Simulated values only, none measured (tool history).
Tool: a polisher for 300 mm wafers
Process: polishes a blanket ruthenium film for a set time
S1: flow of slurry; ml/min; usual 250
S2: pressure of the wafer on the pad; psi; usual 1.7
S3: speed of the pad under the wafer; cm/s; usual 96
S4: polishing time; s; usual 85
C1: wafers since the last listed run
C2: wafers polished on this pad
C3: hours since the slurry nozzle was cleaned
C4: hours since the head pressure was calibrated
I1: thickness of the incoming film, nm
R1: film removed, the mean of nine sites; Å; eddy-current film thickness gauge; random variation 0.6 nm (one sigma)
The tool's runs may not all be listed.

{"run": 1, "hour": 0.0, "S1": 250, "S2": 1.7, "S3": 96, "S4": 85, "C1": 0, "C2": 122, "C3": 222.6, "C4": 374.3, "I1": 598.9, "R1": 805}
{"run": 2, "hour": 23.4, "S1": 250, "S2": 1.7, "S3": 96, "S4": 85, "C1": 118, "C2": 240, "C3": 246, "C4": 397.7, "I1": 602.5, "R1": 809}
{"run": 3, "hour": 48.3, "S1": 250, "S2": 1.7, "S3": 96, "S4": 85, "C1": 125, "C2": 365, "C3": 270.9, "C4": 422.6, "I1": 609.3, "R1": 798}
{"run": 4, "hour": 63.4, "S1": 220, "S2": 1.7, "S3": 96, "S4": 85, "C1": 76, "C2": 441, "C3": 286, "C4": 437.7, "I1": 609.7, "R1": 786}
{"run": 5, "hour": 99.3, "S1": 250, "S2": 1.7, "S3": 96, "S4": 85, "C1": 181, "C2": 623, "C3": 321.9, "C4": 473.6, "I1": 617.7, "R1": 779}
{"run": 6, "hour": 123.3, "S1": 250, "S2": 1.7, "S3": 96, "S4": 85, "C1": 121, "C2": 744, "C3": 345.9, "C4": 497.6, "I1": 616.3, "R1": 782}
{"hour": 144.2, "done": "slurry nozzle cleaned"}
{"hour": 157.3, "done": "head pressure recalibrated"}
{"hour": 191.3, "done": "worn pad replaced by a new one"}
{"run": 7, "hour": 193.7, "S1": 250, "S2": 1.7, "S3": 116, "S4": 85, "C1": 319, "C2": 11, "C3": 49.5, "C4": 36.4, "I1": 617.5, "R1": 901}
{"run": 8, "hour": 219.4, "S1": 250, "S2": 1.7, "S3": 96, "S4": 85, "C1": 129, "C2": 141, "C3": 75.2, "C4": 62.1, "I1": 614.2, "R1": 749}
{"run": 9, "hour": 231.5, "S1": 250, "S2": 1.2, "S3": 78, "S4": 98, "C1": 61, "C2": 202, "C3": 87.3, "C4": 74.2, "I1": 599.5, "R1": 498}
{"run": 10, "hour": 252.2, "S1": 250, "S2": 1.7, "S3": 96, "S4": 85, "C1": 104, "C2": 307, "C3": 108, "C4": 94.9, "I1": 606.7, "R1": 749}
{"run": 11, "hour": 266.5, "S1": 250, "S2": 1.7, "S3": 96, "S4": 85, "C1": 72, "C2": 379, "C3": 122.3, "C4": 109.2, "I1": 622.2, "R1": 741}
{"run": 12, "hour": 278.5, "S1": 250, "S2": 1.4, "S3": 96, "S4": 85, "C1": 60, "C2": 439, "C3": 134.3, "C4": 121.2, "I1": 616.5, "R1": 606}
{"run": 13, "hour": 308.4, "S1": 250, "S2": 1.2, "S3": 96, "S4": 109, "C1": 150, "C2": 590, "C3": 164.2, "C4": 151.1, "I1": 608.8, "R1": 672}
{"run": 14, "hour": 327.2, "S1": 305, "S2": 1.7, "S3": 96, "S4": 112, "C1": 94, "C2": 685, "C3": 183, "C4": 169.9, "I1": 603.4, "R1": 979}
{"run": 15, "hour": 351.4, "S1": 250, "S2": 1.7, "S3": 96, "S4": 85, "C1": 122, "C2": 807, "C3": 207.2, "C4": 194.1, "I1": 619.3, "R1": 721}
{"run": 16, "hour": 375.3, "S1": 335, "S2": 1.7, "S3": 66, "S4": 85, "C1": 120, "C2": 927, "C3": 231.1, "C4": 218, "I1": 607.2, "R1": 540}

How the hidden state differs across the entries between the runs, from the last listed run before each to the first after it:
Between runs 6 and 7: slurry nozzle cleaned (hour 144.2); head pressure recalibrated (hour 157.3); worn pad replaced by a new one (hour 191.3)
  removal rate lost through wear of the pad, %: 7.95 -> 1.41; deviation of the head's pressure from its setpoint, %: 11.4 -> 0.107
  measured less the result without the state, R1: +19 -> -12 Å

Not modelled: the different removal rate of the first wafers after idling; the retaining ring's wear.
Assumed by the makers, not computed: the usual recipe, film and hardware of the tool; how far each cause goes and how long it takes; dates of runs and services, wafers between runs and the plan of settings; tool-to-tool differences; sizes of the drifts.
